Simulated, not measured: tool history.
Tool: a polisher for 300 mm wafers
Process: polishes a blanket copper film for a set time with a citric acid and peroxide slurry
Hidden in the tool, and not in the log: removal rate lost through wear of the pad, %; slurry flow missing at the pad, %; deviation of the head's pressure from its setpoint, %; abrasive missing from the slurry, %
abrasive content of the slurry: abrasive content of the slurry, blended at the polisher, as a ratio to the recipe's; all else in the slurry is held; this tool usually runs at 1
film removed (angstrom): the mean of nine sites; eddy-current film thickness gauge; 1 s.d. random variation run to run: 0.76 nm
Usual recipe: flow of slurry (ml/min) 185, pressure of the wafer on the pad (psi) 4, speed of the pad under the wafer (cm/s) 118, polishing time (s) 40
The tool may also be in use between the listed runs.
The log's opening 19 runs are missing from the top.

run    hour  flow of slurry (ml/min)  pressure of the wafer on the pad (psi)  speed of the pad under the wafer (cm/s)  abrasive content of the slurry  polishing time (s)  wafers since the last listed run  wafers polished on this pad  hours since the slurry nozzle was cleaned  hours since the head pressure was calibrated  hours since the slurry blender was calibrated  incoming thickness of the incoming film, nm  film removed (angstrom)
     1423.5  -- worn pad replaced by a new one
 20  1439.9                      140                                       4                                      152                             1.2                  29                               311                          147                                      310.3                                         443.4                                          233.6                                       1152.3                     1253
 21  1479.7                      185                                       4                                      118                            0.75                  40                               358                          506                                      350.1                                         483.2                                          273.4                                       1133.8                     1300
     1519.7  -- head pressure recalibrated
 22  1556.3                      185                                       3                                      148                               1                  40                               672                         1179                                      426.7                                          36.6                                            350                                       1152.4                     1200
 23  1603.4                      185                                       4                                      118                               1                  40                               424                         1603                                      473.8                                          83.7                                          397.1                                       1155.3                     1273
     1628.2  -- slurry nozzle cleaned
       1654  -- slurry blender recalibrated
 24  1674.1                      185                                     3.6                                      118                             1.1                  40                               610                         2214                                       45.9                                         154.4                                           20.1                                       1160.5                     1164
     1885.8  -- worn pad replaced by a new one
     1982.9  -- head pressure recalibrated
 25  1989.6                      185                                       4                                       86                               1                  33                              2790                          918                                      361.4                                           6.7                                          335.6                                       1153.9                      758
 26    2063                      185                                       4                                      118                               1                  40                               661                         1579                                      434.8                                          80.1                                            409                                       1156.5                     1259
     2103.5  -- slurry blender recalibrated
 27    2117                      185                                     4.5                                      118                               1                  40                               468                         2048                                      488.8                                         134.1                                           13.5                                       1159.9                     1399
       2153  -- slurry nozzle cleaned
 28  2164.2                      185                                       4                                      138                             1.2                  40                               416                         2464                                       11.2                                         181.3                                           60.7                                       1172.7                     1507
 29  2259.4                      185                                       4                                      118                               1                  40                               858                         3323                                      106.4                                         276.5                                          155.9                                       1156.7                     1246
 30  2333.1                      165                                     4.8                                      118                             1.2                  32                               664                         3987                                      180.1                                         350.2                                          229.6                                       1156.1                     1210

Each row is a separate what-if for the run after 30, all from the same tool condition, not one after another. Results?
  A  2333.5                      185                                       4                                      118                               1                  40                                 3                         3991                                      180.5                                         350.6                                            230                                       1156.9                        ?
  B  2333.5                      215                                       4                                      118                            0.85                  36                                 3                         3991                                      180.5                                         350.6                                            230                                       1156.9                        ?
  C  2333.5                      140                                       4                                       84                               1                  44                                 3                         3991                                      180.5                                         350.6                                            230                                       1156.9                        ?

run  film removed (angstrom)
  A                     1249
  B                     1112
  C                      944
Take away the tool's hidden state, keep each run's random variation, and the runs would have read:
run  film removed (angstrom)
  A                     1281
  B                     1140
  C                      967
